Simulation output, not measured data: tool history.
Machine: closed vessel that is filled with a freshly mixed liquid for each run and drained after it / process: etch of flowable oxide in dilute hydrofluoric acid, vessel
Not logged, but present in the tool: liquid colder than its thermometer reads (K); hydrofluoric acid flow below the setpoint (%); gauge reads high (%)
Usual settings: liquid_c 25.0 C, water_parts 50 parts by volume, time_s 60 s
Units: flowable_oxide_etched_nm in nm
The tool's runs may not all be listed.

run	hour	liquid_c	water_parts	time_s	wafers since the last listed run	hours since the thermometer was replaced	hours since the hydrofluoric acid flow meter was replaced	hours since the gauge calibration	read-back film thickness of the flowable oxide reference wafer, read on the same gauge (nm)	flowable_oxide_etched_nm
1	0.0	25.0	50	60	0	1240.9	890.5	395.2	80.01	45.06
2	20.2	25.0	50	60	2832	1261.1	910.7	415.4	80.02	44.98
3	55.7	25.0	50	60	4977	1296.6	946.2	450.9	80.00	45.11
4	73.0	25.0	50	60	2425	1313.9	963.5	468.2	80.00	45.07
5	85.4	25.0	50	35	1738	1326.3	975.9	480.6	80.00	26.30
6	101.7	25.0	50	35	2285	1342.6	992.2	496.9	80.01	26.32
7	130.5	25.0	50	35	4038	1371.4	1021.0	525.7	79.99	26.35
8	146.4	26.5	50	60	2229	1387.3	1036.9	541.6	80.00	48.94
# hour 170.3: hydrofluoric acid flow meter replaced
9	182.0	26.5	50	60	4851	1422.9	11.7	577.2	80.01	47.94
10	235.4	26.5	50	60	7487	1476.3	65.1	630.6	79.99	47.58
11	270.4	25.0	50	60	4907	1511.3	100.1	665.6	79.99	44.67
12	377.9	25.0	50	60	15072	1618.8	207.6	773.1	79.99	44.50
# hour 398.4: thermometer replaced
# hour 399.4: gauge calibrated
13	399.7	25.0	50	60	2916	1.3	229.4	0.3	80.00	50.35
14	416.9	25.0	65	60	2411	18.5	246.6	17.5	80.00	37.38
15	445.0	21.5	70	50	3939	46.6	274.7	45.6	80.01	24.29
16	468.4	25.0	50	60	3280	70.0	298.1	69.0	80.00	49.77
17	484.4	25.0	50	60	2243	86.0	314.1	85.0	80.01	48.56
18	496.4	25.0	60	40	1682	98.0	326.1	97.0	79.97	26.75
19	513.7	25.0	50	70	2425	115.3	343.4	114.3	80.00	56.98
20	536.8	25.0	50	60	3238	138.4	366.5	137.4	80.00	49.15

Run 21 comes next. What will it give?
21	559.7	22.0	75	40	3210	161.3	389.4	160.3	?	?

Run 21 yielded read-back film thickness of the flowable oxide reference wafer, read on the same gauge (nm) 80.00, flowable_oxide_etched_nm 18.50 nm.
Without the tool's hidden state the same run would have given flowable_oxide_etched_nm 18.97 nm.
